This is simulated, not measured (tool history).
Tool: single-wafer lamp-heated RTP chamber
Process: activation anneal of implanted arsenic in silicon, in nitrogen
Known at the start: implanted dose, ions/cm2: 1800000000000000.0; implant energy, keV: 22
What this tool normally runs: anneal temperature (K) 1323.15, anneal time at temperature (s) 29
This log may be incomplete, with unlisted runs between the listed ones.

run,hour,anneal temperature (K),anneal time at temperature (s),wafers since the last listed run,wafers since the last pyrometer calibration,wafers since the reflector plate was cleaned,hours since the gauge calibration,"read-back reference wafer on the same gauge, sheet resistance",sheet resistance of the implanted and annealed layer (ohm/square)
1,0,1300.15,29,0,1860,7374,1398.1,69.53,84.85
2,98.8,1300.15,29,1291,3151,8665,1496.9,69.66,84.88
3,189.4,1300.15,29,1184,4335,9849,1587.5,69.63,84.28
4,289.9,1323.15,37,1313,5649,11163,1688,69.64,73.89
# hour 337.9: reflector plate cleaned
5,360.7,1323.15,29,820,6470,297,1758.8,69.53,77.7
# hour 425.6: pyrometer window cleaned and pyrometer calibrated
6,602.2,1304.15,29,3052,2308,3349,2000.3,69.62,83.6
7,669.5,1304.15,29,879,3188,4229,2067.6,69.55,83.58
8,757.7,1304.15,29,1152,4341,5382,2155.8,69.59,83.41
9,833,1323.15,29,984,5325,6366,2231.1,69.58,76.67
10,884.8,1323.15,29,677,6002,7043,2282.9,69.52,77.1
# hour 945.8: pyrometer window cleaned and pyrometer calibrated
11,951.2,1323.15,29,763,70,7807,2349.3,69.58,76.85
12,1031.6,1323.15,29,1050,1120,8857,2429.7,69.63,77.07
13,1072.4,1323.15,29,533,1654,9391,2470.5,69.63,76.79
# hour 1131.8: reflector plate cleaned
14,1142.4,1329.15,29,810,2464,139,2540.5,69.68,75.64
15,1193.2,1329.15,29,664,3128,803,2591.3,69.62,75.84
16,1274.4,1329.15,29,1061,4190,1864,2672.5,69.65,75.44
# hour 1320.7: gauge calibrated
17,1365.3,1323.15,29,1188,5378,3052,44.6,69.55,77.37
18,1432.5,1343.15,24,878,6256,3930,111.8,69.65,73.94
19,1483.7,1299.15,22,669,6925,4600,163,69.56,89.33
# hour 1529: pyrometer window cleaned and pyrometer calibrated
20,1561.4,1323.15,29,911,422,5511,240.7,69.52,77.12
21,1645.9,1333.15,29,1104,1527,6615,325.2,69.6,73.98
22,1698.4,1337.15,18,686,2213,7302,377.7,69.6,78.93
23,1746.9,1304.15,29,633,2847,7935,426.2,69.6,83.51
24,1810.8,1323.15,36,835,3682,8771,490.1,69.58,74.37
# hour 1897: reflector plate cleaned
25,1923.3,1299.15,13,1365,5048,343,602.6,69.59,96.84
# hour 2025.4: pyrometer window cleaned and pyrometer calibrated
26,2025.9,1323.15,29,1236,7,1580,705.2,69.58,77.43
27,2105.2,1299.15,37,1036,1043,2616,784.5,69.64,82.53
28,2194.5,1323.15,29,1167,2210,3784,873.8,69.64,77.49
29,2286.5,1346.15,29,1202,3413,4986,965.8,69.63,70.33
30,2358.2,1323.15,29,937,4350,5923,1037.5,69.68,77.29
31,2395.6,1299.15,42,488,4839,6412,1074.9,69.66,80.53
32,2475.8,1323.15,18,1048,5887,7461,1155.1,69.67,83.13
# hour 2523.2: pyrometer window cleaned and pyrometer calibrated
33,2538.6,1295.15,29,716,201,8177,1217.9,69.56,86.83
34,2583.5,1352.15,19,586,788,8764,1262.8,69.58,73.77

Each row is a separate what-if for the run after 34, all from the same tool condition, not one after another. Results?
A,2583.9,1323.15,23,5,793,8769,1263.2,?,?
B,2583.9,1307.15,12,5,793,8769,1263.2,?,?
C,2583.9,1303.15,24,5,793,8769,1263.2,?,?
D,2583.9,1312.15,13,5,793,8769,1263.2,?,?
E,2583.9,1337.15,29,5,793,8769,1263.2,?,?

run,"read-back reference wafer on the same gauge, sheet resistance",sheet resistance of the implanted and annealed layer (ohm/square)
A,69.64,79.93
B,69.64,94.21
C,69.64,86.28
D,69.64,91.39
E,69.64,72.78
What these runs would have given with no unlogged condition in the tool:
run,sheet resistance of the implanted and annealed layer (ohm/square)
A,80.78
B,95.12
C,87.23
D,92.3
E,73.5
